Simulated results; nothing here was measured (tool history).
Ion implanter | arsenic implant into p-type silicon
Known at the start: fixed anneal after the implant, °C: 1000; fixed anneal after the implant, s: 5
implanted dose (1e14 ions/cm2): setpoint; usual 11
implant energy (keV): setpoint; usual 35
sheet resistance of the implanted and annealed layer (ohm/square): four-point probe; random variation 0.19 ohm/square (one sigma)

run     day  implanted dose (1e14 ions/cm2)  implant energy (keV)  read-back reference wafer on the same gauge, sheet resistance  sheet resistance of the implanted and annealed layer (ohm/square)
  1       0                              11                    38                                                         116.04                                                             118.19
  2   0.433                              11                    38                                                         116.02                                                             118.29
  3   0.746                              11                    38                                                         116.01                                                             118.09
  4   1.362                           11.74                    35                                                            116                                                             118.01
      1.608  -- gauge calibrated
  5   1.762                           11.74                    35                                                         115.97                                                              117.7
  6   2.388                           11.74                    35                                                         115.99                                                             117.81
  7   2.767                              11                  40.5                                                         115.97                                                             115.62
  8   3.375                              11                    35                                                            116                                                             120.91
  9   3.892                              11                    35                                                         115.96                                                              120.9
 10   4.354                              11                    35                                                         116.01                                                                121
 11   4.733                              11                    35                                                         116.02                                                             121.15
 12   5.479                              11                    35                                                         116.02                                                             121.14
 13   5.762                              11                    35                                                         116.03                                                             121.11
      6.912  -- Faraday cup replaced and dose calibrated
 14   7.388                              11                    35                                                            116                                                             124.12
 15   7.908                              11                    35                                                         116.03                                                             124.58
 16    8.55                              11                    35                                                            116                                                             124.39
 17   8.933                            9.24                    26                                                         116.01                                                             149.69
 18   9.325                           12.76                    47                                                         115.99                                                             105.22
 19   9.983                              11                    35                                                         116.01                                                              124.1
 20  10.479                           12.57                    35                                                         115.99                                                             116.56
 21  11.162                            8.41                  31.5                                                         116.01                                                             149.19
     11.571  -- gauge calibrated
 22  11.892                            9.95                    29                                                            116                                                             139.68
     12.504  -- extraction supply calibrated
 23  12.525                              11                    35                                                         115.99                                                             124.55
 24  12.562                            8.09                  24.5                                                         116.01                                                             163.51
 25  12.942                           12.32                    31                                                            116                                                             123.63
 26  13.442                            8.76                    47                                                         116.01                                                             132.19
 27    13.9                           12.76                    47                                                            116                                                             104.84
 28  14.358                             9.5                    31                                                         115.99                                                             139.89
 29  15.029                           11.95                  28.5                                                         116.01                                                             128.67
 30  15.775                           11.96                  42.5                                                         115.97                                                             111.83
 31  16.288                           13.62                  45.5                                                         116.01                                                             102.55
 32  16.546                              11                    35                                                            116                                                             124.42
 33  17.146                              11                    38                                                         115.98                                                             121.16

The same runs without the tool's hidden state, with the same run-to-run variation:
The hidden state here: deviation of the true dose from the Faraday cup's reading, %; deviation of the true energy from its setpoint, %; gauge reads high (%).
run  sheet resistance of the implanted and annealed layer (ohm/square)
  1                                                             120.68
  2                                                             120.82
  3                                                             120.65
  4                                                             120.31
  5                                                             120.03
  6                                                             120.18
  7                                                             118.37
  8                                                             123.63
  9                                                             123.66
 10                                                             123.81
 11                                                             123.99
 12                                                             124.05
 13                                                             124.03
 14                                                             123.63
 15                                                             124.09
 16                                                              123.9
 17                                                              149.1
 18                                                             104.82
 19                                                             123.61
 20                                                             116.18
 21                                                             148.51
 22                                                             139.15
 23                                                             124.08
 24                                                             162.85
 25                                                             123.26
 26                                                             131.54
 27                                                             104.46
 28                                                             139.34
 29                                                             128.31
 30                                                             111.43
 31                                                             102.24
 32                                                                124
 33                                                             120.74
